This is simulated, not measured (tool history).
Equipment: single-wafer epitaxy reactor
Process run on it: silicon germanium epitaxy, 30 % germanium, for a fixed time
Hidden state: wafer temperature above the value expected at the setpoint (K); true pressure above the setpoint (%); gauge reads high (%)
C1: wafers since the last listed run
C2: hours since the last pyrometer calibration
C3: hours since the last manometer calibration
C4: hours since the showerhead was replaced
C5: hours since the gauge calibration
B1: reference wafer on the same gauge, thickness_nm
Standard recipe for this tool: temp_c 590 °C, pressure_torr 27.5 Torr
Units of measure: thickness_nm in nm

run 1 hour=0.0 | temp_c=590 pressure_torr=27.5 | C1=0 C2=2140.4 C3=1662.1 C4=3290.6 C5=121.1 | B1=58.986 | thickness_nm=59.858
run 2 hour=8.7 | temp_c=590 pressure_torr=27.5 | C1=166 C2=2149.1 C3=1670.8 C4=3299.3 C5=129.8 | B1=58.988 | thickness_nm=59.760
run 3 hour=16.5 | temp_c=590 pressure_torr=27.5 | C1=149 C2=2156.9 C3=1678.6 C4=3307.1 C5=137.6 | B1=58.978 | thickness_nm=60.004
run 4 hour=33.3 | temp_c=590 pressure_torr=27.5 | C1=322 C2=2173.7 C3=1695.4 C4=3323.9 C5=154.4 | B1=59.024 | thickness_nm=59.788
run 5 hour=50.4 | temp_c=590 pressure_torr=27.5 | C1=327 C2=2190.8 C3=1712.5 C4=3341.0 C5=171.5 | B1=59.011 | thickness_nm=59.890
run 6 hour=63.4 | temp_c=590 pressure_torr=27.5 | C1=249 C2=2203.8 C3=1725.5 C4=3354.0 C5=184.5 | B1=59.019 | thickness_nm=59.751
run 7 hour=79.3 | temp_c=590 pressure_torr=27.5 | C1=304 C2=2219.7 C3=1741.4 C4=3369.9 C5=200.4 | B1=58.977 | thickness_nm=60.008
run 8 hour=88.7 | temp_c=593 pressure_torr=27.5 | C1=180 C2=2229.1 C3=1750.8 C4=3379.3 C5=209.8 | B1=58.996 | thickness_nm=63.738
-- hour=96.4 gauge calibrated
run 9 hour=106.4 | temp_c=576 pressure_torr=22.1 | C1=339 C2=2246.8 C3=1768.5 C4=3397.0 C5=10.0 | B1=58.970 | thickness_nm=38.577
-- hour=122.6 showerhead replaced
run 10 hour=123.1 | temp_c=599 pressure_torr=23.0 | C1=166 C2=2263.5 C3=1785.2 C4=0.5 C5=26.7 | B1=59.001 | thickness_nm=64.093
run 11 hour=129.4 | temp_c=604 pressure_torr=27.5 | C1=120 C2=2269.8 C3=1791.5 C4=6.8 C5=33.0 | B1=59.007 | thickness_nm=80.039
-- hour=140.4 capacitance manometer re-zeroed and calibrated
run 12 hour=146.5 | temp_c=590 pressure_torr=24.5 | C1=174 C2=2286.9 C3=6.1 C4=23.9 C5=50.1 | B1=58.955 | thickness_nm=55.914
-- hour=165.8 pyrometer calibrated
run 13 hour=167.8 | temp_c=595 pressure_torr=29.6 | C1=255 C2=2.0 C3=27.4 C4=45.2 C5=71.4 | B1=59.037 | thickness_nm=60.783
run 14 hour=179.7 | temp_c=576 pressure_torr=23.8 | C1=228 C2=13.9 C3=39.3 C4=57.1 C5=83.3 | B1=59.013 | thickness_nm=35.264
run 15 hour=193.0 | temp_c=576 pressure_torr=23.8 | C1=255 C2=27.2 C3=52.6 C4=70.4 C5=96.6 | B1=59.030 | thickness_nm=35.388
run 16 hour=232.7 | temp_c=586 pressure_torr=22.9 | C1=761 C2=66.9 C3=92.3 C4=110.1 C5=136.3 | B1=58.990 | thickness_nm=43.093

Forecast each of these 3 alternatives for the next run:
run A hour=233.1 | temp_c=578 pressure_torr=27.5 | C1=7 C2=67.3 C3=92.7 C4=110.5 C5=136.7 | B1=? | thickness_nm=?
run B hour=233.1 | temp_c=590 pressure_torr=25.7 | C1=7 C2=67.3 C3=92.7 C4=110.5 C5=136.7 | B1=? | thickness_nm=?
run C hour=233.1 | temp_c=583 pressure_torr=25.3 | C1=7 C2=67.3 C3=92.7 C4=110.5 C5=136.7 | B1=? | thickness_nm=?

run=A B1=58.996 thickness_nm=40.742
run=B B1=58.996 thickness_nm=50.622
run=C B1=58.996 thickness_nm=43.098
Without the tool's hidden state the same runs would have given:
run=A thickness_nm=41.050
run=B thickness_nm=50.992
run=C thickness_nm=43.420
